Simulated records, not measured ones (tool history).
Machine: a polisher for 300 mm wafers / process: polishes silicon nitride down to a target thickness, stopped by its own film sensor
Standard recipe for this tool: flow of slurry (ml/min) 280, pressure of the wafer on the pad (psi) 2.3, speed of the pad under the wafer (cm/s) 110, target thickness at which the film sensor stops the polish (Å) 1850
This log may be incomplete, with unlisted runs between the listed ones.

run,hour,flow of slurry (ml/min),pressure of the wafer on the pad (psi),speed of the pad under the wafer (cm/s),target thickness at which the film sensor stops the polish (Å),"incoming thickness of the incoming film, nm",time until the film sensor stopped the polish (s)
1,0,280,2.3,110,1850,353.6,131.2
2,24.3,280,2.3,110,1850,344.9,126.2
# hour 82.4: head pressure recalibrated
3,198.4,280,2.3,110,1850,347.8,140.2
4,227.8,280,2.3,110,1850,351.7,143.4
# hour 262.7: worn pad replaced by a new one
5,432,280,2.3,110,1850,353.5,135.2
6,483.7,280,1.7,110,1850,355.9,168.5
7,541.1,280,1.7,110,1850,350.1,166.6
# hour 552.8: worn pad replaced by a new one
# hour 566.9: slurry nozzle cleaned
8,605.1,280,1.7,110,1850,356,154
# hour 684.8: head pressure recalibrated
9,688.2,280,2.3,110,1850,346.1,125.9
# hour 819.7: worn pad replaced by a new one
10,853.6,280,2.3,110,1850,345.8,124.2
11,878.7,280,2.3,110,1850,353,132.2
12,920.8,280,2.3,110,1850,350.4,128.3
13,951.2,280,2.3,110,1850,352.5,130.7
14,1019.3,225,2,94,2300,349.5,120.1
15,1066.6,245,2.8,86,2280,347.1,104.5
16,1094.2,335,2.6,76,1700,347.9,182.4
17,1125.3,280,2.3,110,1850,345.7,142.1
# hour 1156: worn pad replaced by a new one
18,1171.7,280,1.7,142,1850,348.7,118.3
19,1238.7,280,2.3,110,1850,351.7,126.8
# hour 1241.7: head pressure recalibrated
20,1267.3,280,2.3,110,1850,353.8,134.2
21,1296.7,340,2.7,134,2130,349.4,80.8
22,1320.8,280,2.3,110,1850,349.6,128.5
23,1371.1,180,3.1,110,1610,353.6,131.1
24,1399,280,2.3,122,1850,347.8,122.5
25,1424.7,280,2.3,124,1850,347.7,124.9
26,1456.3,370,2.3,98,1850,344,148.2
# hour 1466.8: worn pad replaced by a new one
# hour 1480.8: slurry nozzle cleaned
27,1491,280,2.3,144,1850,348.6,101.6

Predict each of these 5 candidate next runs independently; none follows another, all start after run 27:
A,1491.5,280,2.3,110,1850,346.8,?
B,1491.5,325,2.3,140,1850,346.8,?
C,1491.5,225,1.6,140,2250,346.8,?
D,1491.5,365,2.6,82,1520,346.8,?
E,1491.5,215,2.3,110,1850,346.8,?

run,time until the film sensor stopped the polish (s)
A,124.2
B,101.4
C,96.9
D,171.8
E,126.4
Without the tool's unlogged condition, the same runs would have read:
run,time until the film sensor stopped the polish (s)
A,122.6
B,100.2
C,95.7
D,169.7
E,124.9

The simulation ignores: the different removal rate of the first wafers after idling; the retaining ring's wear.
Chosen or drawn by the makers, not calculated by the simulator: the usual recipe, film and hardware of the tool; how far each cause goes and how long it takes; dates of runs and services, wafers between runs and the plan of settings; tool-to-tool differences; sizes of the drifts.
